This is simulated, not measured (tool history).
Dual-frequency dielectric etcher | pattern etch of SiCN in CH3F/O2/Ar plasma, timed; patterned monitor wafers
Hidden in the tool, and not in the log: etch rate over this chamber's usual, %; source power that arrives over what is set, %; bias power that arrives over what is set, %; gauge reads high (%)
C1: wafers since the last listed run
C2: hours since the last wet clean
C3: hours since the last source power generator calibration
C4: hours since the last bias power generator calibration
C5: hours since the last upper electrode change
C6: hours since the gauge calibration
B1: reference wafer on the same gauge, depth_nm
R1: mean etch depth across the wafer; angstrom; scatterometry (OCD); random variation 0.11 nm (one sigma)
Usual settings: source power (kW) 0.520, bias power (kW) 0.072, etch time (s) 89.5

Run 1, day 0.000: usual settings but etch time (s) 110.0; C1 0; C2 51.9; C3 1237.2; C4 1047.3; C5 4179.0; C6 209.2; B1 31.72. Result: R1 454.6 angstrom.
Run 2, day 1.904: usual settings but etch time (s) 80.5; C1 385; C2 97.6; C3 1282.9; C4 1093.0; C5 4224.7; C6 254.9; B1 31.70. Result: R1 331.7 angstrom.
Run 3, day 3.692: usual settings but etch time (s) 80.5; C1 362; C2 140.5; C3 1325.8; C4 1135.9; C5 4267.6; C6 297.8; B1 31.70. Result: R1 331.6 angstrom.
At day 5.971: gauge calibrated.
Run 4, day 6.421: usual settings but etch time (s) 80.5; C1 552; C2 206.0; C3 1391.3; C4 1201.4; C5 4333.1; C6 10.8; B1 31.70. Result: R1 331.0 angstrom.
Run 5, day 8.046: usual settings but etch time (s) 78.0; C1 329; C2 245.0; C3 1430.3; C4 1240.4; C5 4372.1; C6 49.8; B1 31.69. Result: R1 323.4 angstrom.
At day 9.292: upper electrode replaced.
Run 6, day 10.583: usual settings but etch time (s) 78.0; C1 311; C2 305.9; C3 1491.2; C4 1301.3; C5 31.0; C6 110.7; B1 31.71. Result: R1 319.5 angstrom.
Run 7, day 11.967: usual settings but etch time (s) 78.0; C1 280; C2 339.1; C3 1524.4; C4 1334.5; C5 64.2; C6 143.9; B1 31.72. Result: R1 321.0 angstrom.
Run 8, day 13.008: usual settings but etch time (s) 103.0; C1 211; C2 364.1; C3 1549.4; C4 1359.5; C5 89.2; C6 168.9; B1 31.70. Result: R1 422.4 angstrom.
At day 14.275: wet clean of the chamber.
At day 14.508: source power generator calibrated.
Run 9, day 15.462: usual settings but source power (kW) 0.580, bias power (kW) 0.085, etch time (s) 99.5; C1 260; C2 28.5; C3 22.9; C4 1418.4; C5 148.1; C6 227.8; B1 31.70. Result: R1 452.6 angstrom.
Run 10, day 17.838: usual settings but source power (kW) 0.450, bias power (kW) 0.088; C1 481; C2 85.5; C3 79.9; C4 1475.4; C5 205.1; C6 284.8; B1 31.71. Result: R1 368.2 angstrom.
Run 11, day 19.167: usual settings but etch time (s) 114.5; C1 269; C2 117.4; C3 111.8; C4 1507.3; C5 237.0; C6 316.7; B1 31.71. Result: R1 481.0 angstrom.
Run 12, day 20.342: usual settings but etch time (s) 78.0; C1 238; C2 145.6; C3 140.0; C4 1535.5; C5 265.2; C6 344.9; B1 31.68. Result: R1 326.0 angstrom.
At day 21.367: bias power generator calibrated.
At day 22.754: gauge calibrated.
Run 13, day 23.338: usual settings but source power (kW) 0.620, etch time (s) 97.0; C1 573; C2 217.5; C3 211.9; C4 47.3; C5 337.1; C6 14.0; B1 31.69. Result: R1 437.1 angstrom.
Run 14, day 24.742: usual settings; C1 284; C2 251.2; C3 245.6; C4 81.0; C5 370.8; C6 47.7; B1 31.72. Result: R1 374.6 angstrom.
Run 15, day 27.600: usual settings but source power (kW) 0.480, bias power (kW) 0.083, etch time (s) 66.5; C1 579; C2 319.8; C3 314.2; C4 149.6; C5 439.4; C6 116.3; B1 31.71. Result: R1 276.3 angstrom.
Run 16, day 29.592: usual settings; C1 403; C2 367.6; C3 362.0; C4 197.4; C5 487.2; C6 164.1; B1 31.71. Result: R1 373.7 angstrom.

Forecast each of these 5 alternatives for the next run:
Run A, day 29.608: usual settings; C1 3; C2 368.0; C3 362.4; C4 197.8; C5 487.6; C6 164.5; B1 ?. Result: R1 ?.
Run B, day 29.608: usual settings but source power (kW) 0.470, bias power (kW) 0.057, etch time (s) 104.5; C1 3; C2 368.0; C3 362.4; C4 197.8; C5 487.6; C6 164.5; B1 ?. Result: R1 ?.
Run C, day 29.608: usual settings but source power (kW) 0.390, bias power (kW) 0.082, etch time (s) 97.0; C1 3; C2 368.0; C3 362.4; C4 197.8; C5 487.6; C6 164.5; B1 ?. Result: R1 ?.
Run D, day 29.608: usual settings but source power (kW) 0.620, bias power (kW) 0.062, etch time (s) 72.5; C1 3; C2 368.0; C3 362.4; C4 197.8; C5 487.6; C6 164.5; B1 ?. Result: R1 ?.
Run E, day 29.608: usual settings but source power (kW) 0.410, bias power (kW) 0.084; C1 3; C2 368.0; C3 362.4; C4 197.8; C5 487.6; C6 164.5; B1 ?. Result: R1 ?.

run     B1     R1
  A  31.68  373.5
  B  31.68  397.6
  C  31.68  367.4
  D  31.68  316.3
  E  31.68  348.7
Without the tool's hidden state the same runs would have given:
run     R1
  A  374.3
  B  398.4
  C  368.2
  D  317.1
  E  349.4
